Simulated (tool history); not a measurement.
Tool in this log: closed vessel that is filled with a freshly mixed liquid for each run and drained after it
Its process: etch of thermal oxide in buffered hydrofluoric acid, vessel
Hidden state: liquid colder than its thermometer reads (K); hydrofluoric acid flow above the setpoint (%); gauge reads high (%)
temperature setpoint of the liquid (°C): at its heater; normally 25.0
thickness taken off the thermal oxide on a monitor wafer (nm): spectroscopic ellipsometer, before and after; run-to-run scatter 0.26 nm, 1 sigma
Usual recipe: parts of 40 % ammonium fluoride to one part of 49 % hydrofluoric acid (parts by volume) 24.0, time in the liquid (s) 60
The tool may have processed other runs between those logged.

run,day,temperature setpoint of the liquid (°C),parts of 40 % ammonium fluoride to one part of 49 % hydrofluoric acid (parts by volume),time in the liquid (s),wafers since the last listed run,hours since the thermometer was replaced,hours since the hydrofluoric acid flow meter was replaced,hours since the gauge calibration,"read-back film thickness of the thermal oxide reference wafer, read on the same gauge (nm)",thickness taken off the thermal oxide on a monitor wafer (nm)
1,0.000,25.0,24.0,60,0,797.2,361.5,1629.0,79.99,28.56
2,5.450,25.0,24.0,70,19011,928.0,492.3,1759.8,79.99,32.25
3,7.642,25.0,27.5,60,7645,980.6,544.9,1812.4,80.05,25.23
4,8.796,25.0,27.5,60,4026,1008.3,572.6,1840.1,80.03,25.60
5,10.433,25.0,21.0,60,5712,1047.6,611.9,1879.4,79.98,30.52
6,12.692,25.0,21.0,60,7877,1101.8,666.1,1933.6,79.99,30.42
7,14.800,25.0,24.0,60,7354,1152.4,716.7,1984.2,79.99,27.28
8,16.292,25.0,24.0,60,5203,1188.2,752.5,2020.0,80.01,27.44
9,17.833,25.0,24.0,60,5377,1225.2,789.5,2057.0,79.96,27.35
10,18.942,25.0,24.0,60,3866,1251.8,816.1,2083.6,80.00,27.03
11,21.175,25.0,24.0,60,7790,1305.4,869.7,2137.2,80.01,27.01
12,23.038,21.5,16.0,60,6496,1350.1,914.4,2181.9,79.97,31.27
# day 23.217: hydrofluoric acid flow meter replaced
13,25.054,22.0,17.5,45,6889,1398.5,44.1,2230.3,79.99,22.43
14,27.188,27.5,24.0,60,7441,1449.7,95.3,2281.5,80.02,31.42
# day 28.046: thermometer replaced
15,28.567,21.5,26.5,40,4665,12.5,128.4,2314.6,79.97,15.44
16,31.021,21.0,24.0,85,8560,71.4,187.3,2373.5,79.98,33.81
17,32.062,21.5,16.0,90,3633,96.4,212.3,2398.5,79.99,51.97
18,33.154,25.0,24.0,60,3808,122.6,238.5,2424.7,80.02,29.94
19,39.521,22.5,24.0,60,22208,275.4,391.3,2577.5,80.03,25.31
20,41.767,25.0,30.0,60,7834,329.3,445.2,2631.4,79.95,25.10

Expected results for the next run?
21,43.904,25.0,27.5,60,7456,380.6,496.5,2682.7,?,?

{"run 21": {"read-back film thickness of the thermal oxide reference wafer, read on the same gauge (nm)": 80.03, "thickness taken off the thermal oxide on a monitor wafer (nm)": 26.28}}
Had the tool carried no hidden state, the very same run would have given thickness taken off the thermal oxide on a monitor wafer (nm) 27.22.
